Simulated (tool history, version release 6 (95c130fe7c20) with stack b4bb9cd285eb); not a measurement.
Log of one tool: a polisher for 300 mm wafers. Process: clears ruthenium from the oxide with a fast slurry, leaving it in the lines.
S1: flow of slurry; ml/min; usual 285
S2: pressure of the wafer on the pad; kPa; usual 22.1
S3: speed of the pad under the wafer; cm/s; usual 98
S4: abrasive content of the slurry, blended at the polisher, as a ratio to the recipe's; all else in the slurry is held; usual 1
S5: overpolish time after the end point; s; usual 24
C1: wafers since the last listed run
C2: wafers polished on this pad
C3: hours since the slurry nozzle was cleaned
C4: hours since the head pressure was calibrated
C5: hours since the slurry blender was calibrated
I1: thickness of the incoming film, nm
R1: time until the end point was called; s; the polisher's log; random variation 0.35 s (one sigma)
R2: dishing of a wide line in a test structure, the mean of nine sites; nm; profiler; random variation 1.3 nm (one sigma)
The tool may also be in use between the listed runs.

run   hour   S1    S2   S3    S4  S5   C1    C2     C3     C4     C5     I1    R1     R2
  1      0  285  22.1   98     1  24    0  1256  662.4    8.3  335.3  210.1  45.5     79
      10.1  -- worn pad replaced by a new one
  2   10.6  285  22.1   98     1  24   71     5    673   18.9  345.9  209.6  45.9   79.7
  3   16.5  285  22.1   98     1  24   64    69  678.9   24.8  351.8  210.3  45.4   81.2
  4   32.3  285  22.1   98     1  24  172   241  694.7   40.6  367.6  209.6  45.4   79.7
  5     43  240  22.1   98     1  24  116   358  705.4   51.3  378.3  209.4  46.2   79.1
  6   53.6  350  22.1   98  0.85  24  115   473    716   61.9  388.9  207.9  48.1   73.2
  7   59.8  285  22.1   98     1  24   67   541  722.2   68.1  395.1  210.3  45.9   79.5
  8     72  285  22.1   98     1  24  132   674  734.4   80.3  407.3  208.2    45     77
  9   81.9  285  22.1   98     1  24  107   782  744.3   90.2  417.2  212.7  45.7   77.6
 10   93.3  195  22.1   74     1  24  124   906  755.7  101.6  428.6  210.3  64.7   59.6
 11  100.2  285  22.1   98     1  30   75   981  762.6  108.5  435.5  210.8  45.3   94.4
     104.1  -- slurry nozzle cleaned
 12  111.5  285  22.1  108     1  24  112  1093    7.4  119.8  446.8  213.6  43.6   81.3
 13  119.4  285  22.1  120     1  38   86  1179   15.3  127.7  454.7  209.8  38.9  118.7
 14  125.5  285  22.1   98     1  24   66  1246   21.4  133.8  460.8  212.6  47.8   77.1
     131.8  -- worn pad replaced by a new one
 15  139.5  285  22.1   98  1.25  30  108    83   35.4  147.8  474.8  208.6  42.3   98.7
     152.4  -- slurry blender recalibrated
 16  152.8  285  22.1   98     1  24  123   206   48.7  161.1    0.4  208.9  46.4   76.1
 17  169.1  285  22.1   98     1  24  177   384     65  177.4   16.7  210.7  48.2   75.5
 18  179.5  285  22.1   70   0.8  24  113   497   75.4  187.8   27.1  210.8  77.3   52.2
 19  193.3  285  22.1   98     1  18  150   647   89.2  201.6   40.9  212.8  48.8   61.9
 20    208  225  22.1   74     1  28  160   807  103.9  216.3   55.6  210.9  67.4   68.8
 21  221.7  335  28.3   72   0.9  24  149   957  117.6    230   69.3  210.6  57.6   65.5
 22  228.8  285  22.1  108     1  24   77  1034  124.7  237.1   76.4  207.3  43.3   82.1
     237.9  -- worn pad replaced by a new one
     239.5  -- slurry nozzle cleaned, repeated, since the last time left the tool worse
 23  246.2  235  24.8   98     1  24  135    79    6.7  254.5   93.8  206.7  41.2     83
 24  255.8  285  22.1   98     1  24  104   183   16.3  264.1  103.4  207.4  43.3   84.3
 25  262.8  285  22.1   98     1  31   76   260   23.3  271.1  110.4  211.4  44.4   98.1
 26  271.7  285  22.1   98     1  24   96   357   32.2    280  119.3  209.6    44   81.7
 27  287.8  285  17.9  124   0.9  24  175   532   48.3  296.1  135.4  209.8    42   84.3

Some steps in R1 between neighbouring runs. How much of each would the tool show without its hidden state too (settings, what came in, random variation), and how much is left for the hidden state, with any gauge scatter that isn't in both results?
The hidden state here: removal rate lost through wear of the pad, %; slurry flow missing at the pad, %; deviation of the head's pressure from its setpoint, %; abrasive missing from the slurry, %.
Run 17 -> 18: S3 98 -> 70, S4 1 -> 0.8. R1 +29.1 s: hidden state +2.4, all else +26.7.
Run 18 -> 19: S3 70 -> 98, S4 0.8 -> 1, S5 24 -> 18. R1 -28.5 s: hidden state -2.2, all else -26.3.
Run 19 -> 20: S1 285 -> 225, S3 98 -> 74, S5 18 -> 28. R1 +18.6 s: hidden state +2.9, all else +15.7.
Run 22 -> 23: S1 285 -> 235, S2 22.1 -> 24.8, S3 108 -> 98, worn pad replaced by a new one, slurry nozzle cleaned, repeated, since the last time left the tool worse. R1 -2.1 s: hidden state -3.6, all else +1.5.
